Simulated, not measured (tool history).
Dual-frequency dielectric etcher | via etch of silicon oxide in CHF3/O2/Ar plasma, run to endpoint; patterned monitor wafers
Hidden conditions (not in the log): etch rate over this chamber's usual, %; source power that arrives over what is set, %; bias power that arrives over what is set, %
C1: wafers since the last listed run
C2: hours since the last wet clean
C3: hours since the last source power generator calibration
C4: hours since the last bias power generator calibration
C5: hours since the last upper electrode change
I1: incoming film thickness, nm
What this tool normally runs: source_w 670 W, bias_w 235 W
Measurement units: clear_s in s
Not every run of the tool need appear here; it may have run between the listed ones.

run 1 hour=0 | source_w=800 bias_w=216 | C1=0 C2=345.6 C3=4662 C4=3826.4 C5=3118.6 | I1=687.8 | clear_s=271.9
run 2 hour=15.9 | source_w=670 bias_w=235 | C1=73 C2=361.5 C3=4677.9 C4=3842.3 C5=3134.5 | I1=686.8 | clear_s=277.7
run 3 hour=25.5 | source_w=670 bias_w=235 | C1=44 C2=371.1 C3=4687.5 C4=3851.9 C5=3144.1 | I1=692.1 | clear_s=279.5
run 4 hour=34.4 | source_w=670 bias_w=235 | C1=41 C2=380 C3=4696.4 C4=3860.8 C5=3153 | I1=682.9 | clear_s=275.9
run 5 hour=42.8 | source_w=670 bias_w=235 | C1=38 C2=388.4 C3=4704.8 C4=3869.2 C5=3161.4 | I1=690.4 | clear_s=278.2
run 6 hour=52.3 | source_w=670 bias_w=235 | C1=44 C2=397.9 C3=4714.3 C4=3878.7 C5=3170.9 | I1=682.8 | clear_s=273
-- hour=62.1 bias power generator calibrated
run 7 hour=62.6 | source_w=780 bias_w=271 | C1=29 C2=408.2 C3=4724.6 C4=0.5 C5=3181.2 | I1=692.4 | clear_s=243
run 8 hour=72 | source_w=780 bias_w=235 | C1=43 C2=417.6 C3=4734 C4=9.9 C5=3190.6 | I1=686.7 | clear_s=259.6
-- hour=80.7 source power generator calibrated
run 9 hour=81.2 | source_w=780 bias_w=235 | C1=24 C2=426.8 C3=0.5 C4=19.1 C5=3199.8 | I1=691.3 | clear_s=261.8
-- hour=110.3 wet clean of the chamber
run 10 hour=110.8 | source_w=740 bias_w=273 | C1=25 C2=0.5 C3=30.1 C4=48.7 C5=3229.4 | I1=691.6 | clear_s=237.8
-- hour=135 wet clean of the chamber, repeated, since the last time left the tool worse
-- hour=151.5 upper electrode replaced
run 11 hour=152 | source_w=620 bias_w=178 | C1=3 C2=17 C3=71.3 C4=89.9 C5=0.5 | I1=690.6 | clear_s=344.7
run 12 hour=152.4 | source_w=530 bias_w=278 | C1=1 C2=17.4 C3=71.7 C4=90.3 C5=0.9 | I1=679.6 | clear_s=276.8
run 13 hour=152.8 | source_w=740 bias_w=199 | C1=1 C2=17.8 C3=72.1 C4=90.7 C5=1.3 | I1=696 | clear_s=306.8
run 14 hour=153.2 | source_w=670 bias_w=235 | C1=1 C2=18.2 C3=72.5 C4=91.1 C5=1.7 | I1=676.1 | clear_s=279.7
run 15 hour=153.6 | source_w=670 bias_w=235 | C1=1 C2=18.6 C3=72.9 C4=91.5 C5=2.1 | I1=694.3 | clear_s=285.4
run 16 hour=166.3 | source_w=600 bias_w=257 | C1=58 C2=31.3 C3=85.6 C4=104.2 C5=14.8 | I1=690.3 | clear_s=280
run 17 hour=178.6 | source_w=820 bias_w=206 | C1=57 C2=43.6 C3=97.9 C4=116.5 C5=27.1 | I1=683.8 | clear_s=280.4

Run 18 comes next. What will it give?
run 18 hour=188.4 | source_w=670 bias_w=191 | C1=45 C2=53.4 C3=107.7 C4=126.3 C5=36.9 | I1=694 | clear_s=?

{"run 18": {"clear_s": 321.8}}
Without the tool's hidden state the same run would have given clear_s 323.2 s.

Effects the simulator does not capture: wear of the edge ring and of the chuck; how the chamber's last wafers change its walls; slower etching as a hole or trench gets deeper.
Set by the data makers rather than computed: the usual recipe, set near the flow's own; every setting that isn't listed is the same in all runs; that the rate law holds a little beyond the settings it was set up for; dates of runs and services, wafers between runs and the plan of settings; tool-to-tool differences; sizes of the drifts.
